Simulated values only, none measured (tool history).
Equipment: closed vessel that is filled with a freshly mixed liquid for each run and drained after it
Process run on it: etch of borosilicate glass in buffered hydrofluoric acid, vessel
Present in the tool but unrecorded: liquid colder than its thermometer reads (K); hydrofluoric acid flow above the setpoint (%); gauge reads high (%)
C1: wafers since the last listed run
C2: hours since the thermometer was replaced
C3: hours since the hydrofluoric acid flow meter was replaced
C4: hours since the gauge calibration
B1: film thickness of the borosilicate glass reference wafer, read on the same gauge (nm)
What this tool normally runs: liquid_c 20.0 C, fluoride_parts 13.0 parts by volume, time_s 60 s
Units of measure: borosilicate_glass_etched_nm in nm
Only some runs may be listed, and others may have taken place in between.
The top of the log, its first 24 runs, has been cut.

run 25 hour=278.8 | liquid_c=20.0 fluoride_parts=13.0 time_s=30 | C1=1025 C2=144.8 C3=105.9 C4=179.4 | B1=29.95 | borosilicate_glass_etched_nm=21.16
run 26 hour=326.5 | liquid_c=22.5 fluoride_parts=13.0 time_s=45 | C1=4659 C2=192.5 C3=153.6 C4=227.1 | B1=29.99 | borosilicate_glass_etched_nm=36.42
run 27 hour=340.2 | liquid_c=20.0 fluoride_parts=13.0 time_s=60 | C1=1338 C2=206.2 C3=167.3 C4=240.8 | B1=30.01 | borosilicate_glass_etched_nm=42.42
run 28 hour=347.0 | liquid_c=22.5 fluoride_parts=13.0 time_s=80 | C1=664 C2=213.0 C3=174.1 C4=247.6 | B1=29.99 | borosilicate_glass_etched_nm=65.17
run 29 hour=364.4 | liquid_c=20.0 fluoride_parts=15.5 time_s=60 | C1=1699 C2=230.4 C3=191.5 C4=265.0 | B1=30.01 | borosilicate_glass_etched_nm=35.61
run 30 hour=375.6 | liquid_c=20.0 fluoride_parts=13.0 time_s=75 | C1=1094 C2=241.6 C3=202.7 C4=276.2 | B1=30.01 | borosilicate_glass_etched_nm=52.94
run 31 hour=390.7 | liquid_c=17.0 fluoride_parts=13.0 time_s=50 | C1=1475 C2=256.7 C3=217.8 C4=291.3 | B1=30.03 | borosilicate_glass_etched_nm=30.13
run 32 hour=405.7 | liquid_c=18.5 fluoride_parts=9.5 time_s=60 | C1=1465 C2=271.7 C3=232.8 C4=306.3 | B1=29.98 | borosilicate_glass_etched_nm=52.17
run 33 hour=415.7 | liquid_c=20.0 fluoride_parts=13.0 time_s=60 | C1=976 C2=281.7 C3=242.8 C4=316.3 | B1=30.00 | borosilicate_glass_etched_nm=42.55
run 34 hour=427.6 | liquid_c=20.0 fluoride_parts=13.0 time_s=60 | C1=1162 C2=293.6 C3=254.7 C4=328.2 | B1=29.98 | borosilicate_glass_etched_nm=42.28

3 options for the next run, each taken on its own from the tool as it stands now. Forecast them:
run A hour=428.3 | liquid_c=22.0 fluoride_parts=13.0 time_s=60 | C1=68 C2=294.3 C3=255.4 C4=328.9 | B1=? | borosilicate_glass_etched_nm=?
run B hour=428.3 | liquid_c=20.0 fluoride_parts=8.5 time_s=85 | C1=68 C2=294.3 C3=255.4 C4=328.9 | B1=? | borosilicate_glass_etched_nm=?
run C hour=428.3 | liquid_c=18.5 fluoride_parts=17.0 time_s=80 | C1=68 C2=294.3 C3=255.4 C4=328.9 | B1=? | borosilicate_glass_etched_nm=?

run=A B1=30.00 borosilicate_glass_etched_nm=47.48
run=B B1=30.00 borosilicate_glass_etched_nm=89.36
run=C B1=30.00 borosilicate_glass_etched_nm=40.04
Without the tool's unlogged condition, the same runs would have read:
run=A borosilicate_glass_etched_nm=47.07
run=B borosilicate_glass_etched_nm=88.37
run=C borosilicate_glass_etched_nm=39.69
